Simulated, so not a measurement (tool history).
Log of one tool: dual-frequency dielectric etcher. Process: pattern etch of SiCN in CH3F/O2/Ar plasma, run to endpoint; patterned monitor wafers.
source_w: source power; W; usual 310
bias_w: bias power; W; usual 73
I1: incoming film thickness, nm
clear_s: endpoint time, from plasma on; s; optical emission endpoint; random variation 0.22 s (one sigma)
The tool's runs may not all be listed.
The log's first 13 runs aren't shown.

Run 14, day 26.729: usual settings; I1 9.30. Result: clear_s 26.0 s.
Run 15, day 29.067: usual settings but source_w 360 W, bias_w 78 W; I1 9.22. Result: clear_s 24.2 s.
At day 30.775: wet clean of the chamber.
Run 16, day 31.517: usual settings; I1 9.35. Result: clear_s 26.8 s.
Run 17, day 34.392: usual settings but bias_w 68 W; I1 9.29. Result: clear_s 27.0 s.
Run 18, day 41.621: usual settings; I1 9.33. Result: clear_s 25.8 s.
Run 19, day 43.225: usual settings; I1 9.34. Result: clear_s 26.2 s.
At day 45.021: upper electrode replaced.
Run 20, day 45.042: usual settings but source_w 340 W; I1 9.32. Result: clear_s 25.3 s.
At day 46.200: source power generator calibrated.
Run 21, day 46.221: usual settings but source_w 350 W; I1 9.24. Result: clear_s 24.3 s.
At day 47.746: wet clean of the chamber.
Run 22, day 48.358: usual settings but source_w 280 W, bias_w 67 W; I1 9.39. Result: clear_s 28.4 s.
Run 23, day 49.442: usual settings but source_w 280 W; I1 9.35. Result: clear_s 27.4 s.
Run 24, day 51.900: usual settings but bias_w 64 W; I1 9.26. Result: clear_s 27.4 s.
Run 25, day 53.946: usual settings but source_w 360 W, bias_w 57 W; I1 9.34. Result: clear_s 27.2 s.
Run 26, day 55.717: usual settings but source_w 240 W, bias_w 65 W; I1 9.23. Result: clear_s 28.7 s.
Run 27, day 57.871: usual settings but source_w 240 W; I1 9.31. Result: clear_s 27.8 s.
Run 28, day 59.512: usual settings; I1 9.28. Result: clear_s 25.8 s.
Run 29, day 61.800: usual settings but source_w 390 W; I1 9.27. Result: clear_s 24.1 s.
At day 64.254: wet clean of the chamber.
Run 30, day 64.275: usual settings but bias_w 81 W; I1 9.30. Result: clear_s 26.3 s.
At day 65.442: bias power generator calibrated.
Run 31, day 65.812: usual settings but source_w 370 W, bias_w 85 W; I1 9.27. Result: clear_s 24.5 s.
Run 32, day 67.567: usual settings but source_w 280 W, bias_w 84 W; I1 9.29. Result: clear_s 26.2 s.

Run 33 comes next. What will it give?
Run 33, day 69.896: usual settings but source_w 350 W, bias_w 85 W; I1 9.30. Result: clear_s ?.

Run 33 gave clear_s 24.7 s.
Without the tool's hidden state the same run would have given clear_s 25.1 s.
